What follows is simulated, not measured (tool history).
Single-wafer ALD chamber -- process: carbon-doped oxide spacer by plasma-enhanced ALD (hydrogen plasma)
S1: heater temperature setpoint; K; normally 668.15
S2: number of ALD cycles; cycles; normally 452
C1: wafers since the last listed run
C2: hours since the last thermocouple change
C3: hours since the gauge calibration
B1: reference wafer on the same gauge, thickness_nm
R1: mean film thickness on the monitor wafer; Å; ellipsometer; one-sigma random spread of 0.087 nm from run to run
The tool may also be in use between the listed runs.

| run | hour | S1 | S2 | C1 | C2 | C3 | B1 | R1 |
|---|---|---|---|---|---|---|---|---|
| 1 | 0 | 668.15 | 483 | 0 | 499.1 | 241.4 | 25.793 | 239.53 |
| 2 | 7.6 | 668.15 | 483 | 4 | 506.7 | 249 | 25.833 | 242.02 |
| 3 | 19.7 | 668.15 | 483 | 7 | 518.8 | 261.1 | 25.826 | 240.19 |
| 4 | 49.9 | 668.15 | 452 | 18 | 549 | 291.3 | 25.81 | 224.17 |
| 5 | 67.1 | 668.15 | 452 | 10 | 566.2 | 308.5 | 25.754 | 226.08 |
| 6 | 73.6 | 668.15 | 452 | 3 | 572.7 | 315 | 25.79 | 224.91 |
| 7 | 90.2 | 668.15 | 452 | 9 | 589.3 | 331.6 | 25.802 | 224.46 |
| 8 | 98.7 | 673.15 | 452 | 5 | 597.8 | 340.1 | 25.815 | 224.12 |
| 9 | 114.8 | 668.15 | 452 | 9 | 613.9 | 356.2 | 25.812 | 225.7 |
| 10 | 126 | 668.15 | 452 | 6 | 625.1 | 367.4 | 25.803 | 225.33 |
| 11 | 162.2 | 679.15 | 452 | 21 | 661.3 | 403.6 | 25.816 | 222.31 |
| 12 | 176.7 | 679.15 | 452 | 8 | 675.8 | 418.1 | 25.791 | 221.58 |
| 13 | 188.3 | 668.15 | 452 | 6 | 687.4 | 429.7 | 25.789 | 225.27 |
| 14 | 203.7 | 668.15 | 452 | 9 | 702.8 | 445.1 | 25.799 | 224.32 |
| 15 | 218.2 | 657.15 | 396 | 8 | 717.3 | 459.6 | 25.792 | 196.56 |
| 16 | 225.2 | 657.15 | 396 | 4 | 724.3 | 466.6 | 25.794 | 196.34 |
|  | 227.3 | gauge calibrated |
| 17 | 242.5 | 678.15 | 452 | 10 | 741.6 | 15.2 | 25.797 | 222.43 |
| 18 | 248.6 | 678.15 | 452 | 3 | 747.7 | 21.3 | 25.779 | 223.46 |
| 19 | 255.8 | 678.15 | 452 | 4 | 754.9 | 28.5 | 25.8 | 221.32 |
| 20 | 303.7 | 668.15 | 514 | 28 | 802.8 | 76.4 | 25.775 | 257.21 |
| 21 | 311.1 | 668.15 | 514 | 4 | 810.2 | 83.8 | 25.782 | 254.15 |
| 22 | 325.7 | 668.15 | 514 | 8 | 824.8 | 98.4 | 25.774 | 254.2 |
| 23 | 334.8 | 668.15 | 392 | 5 | 833.9 | 107.5 | 25.758 | 195.01 |
| 24 | 342.1 | 668.15 | 452 | 4 | 841.2 | 114.8 | 25.773 | 225.21 |
| 25 | 352.7 | 668.15 | 452 | 6 | 851.8 | 125.4 | 25.772 | 225.91 |
| 26 | 363.7 | 672.15 | 501 | 6 | 862.8 | 136.4 | 25.799 | 248.32 |
| 27 | 374.7 | 674.15 | 408 | 6 | 873.8 | 147.4 | 25.83 | 201.97 |
| 28 | 383 | 668.15 | 393 | 4 | 882.1 | 155.7 | 25.846 | 196.64 |
| 29 | 394.1 | 682.15 | 370 | 6 | 893.2 | 166.8 | 25.794 | 180.48 |
| 30 | 410.6 | 661.15 | 427 | 9 | 909.7 | 183.3 | 25.812 | 211.25 |
| 31 | 425 | 683.15 | 387 | 8 | 924.1 | 197.7 | 25.811 | 185.91 |
| 32 | 435 | 654.15 | 506 | 5 | 934.1 | 207.7 | 25.846 | 250.59 |
|  | 458.5 | thermocouple changed; heater temperature recalibrated |
| 33 | 461.5 | 668.15 | 505 | 11 | 3 | 234.2 | 25.843 | 251.19 |
| 34 | 479.4 | 664.15 | 368 | 10 | 20.9 | 252.1 | 25.759 | 182.37 |
| 35 | 488.9 | 668.15 | 452 | 5 | 30.4 | 261.6 | 25.809 | 223.65 |
| 36 | 502.6 | 654.15 | 488 | 8 | 44.1 | 275.3 | 25.802 | 240.96 |
| 37 | 518.1 | 674.15 | 476 | 9 | 59.6 | 290.8 | 25.802 | 234.14 |
| 38 | 534.3 | 673.15 | 486 | 9 | 75.8 | 307 | 25.782 | 241.32 |
| 39 | 546.5 | 679.15 | 516 | 7 | 88 | 319.2 | 25.79 | 251.32 |
| 40 | 555.9 | 668.15 | 452 | 5 | 97.4 | 328.6 | 25.795 | 226.24 |
| 41 | 564.8 | 675.15 | 378 | 5 | 106.3 | 337.5 | 25.797 | 187.51 |
| 42 | 575.1 | 658.15 | 477 | 6 | 116.6 | 347.8 | 25.777 | 237.29 |
| 43 | 583.3 | 668.15 | 452 | 4 | 124.8 | 356 | 25.812 | 222.71 |
| 44 | 596.6 | 679.15 | 512 | 7 | 138.1 | 369.3 | 25.798 | 251.22 |
|  | 612.2 | gauge calibrated |
| 45 | 633.1 | 661.15 | 518 | 21 | 174.6 | 20.9 | 25.801 | 257.4 |
| 46 | 648.6 | 662.15 | 372 | 9 | 190.1 | 36.4 | 25.808 | 184.73 |
| 47 | 663.4 | 675.15 | 386 | 8 | 204.9 | 51.2 | 25.822 | 191.74 |

Below are 3 alternative next runs, each starting from the tool's condition after run 47. Predict each:
| A | 664.5 | 668.15 | 452 | 0 | 206 | 52.3 | ? | ? |
| B | 664.5 | 675.15 | 420 | 0 | 206 | 52.3 | ? | ? |
| C | 664.5 | 672.15 | 378 | 0 | 206 | 52.3 | ? | ? |

| run | B1 | R1 |
|---|---|---|
| A | 25.789 | 225.49 |
| B | 25.789 | 208.59 |
| C | 25.789 | 188.57 |
Without the tool's unlogged condition, the same runs would have read:
| run | R1 |
|---|---|
| A | 225.49 |
| B | 208.59 |
| C | 188.57 |
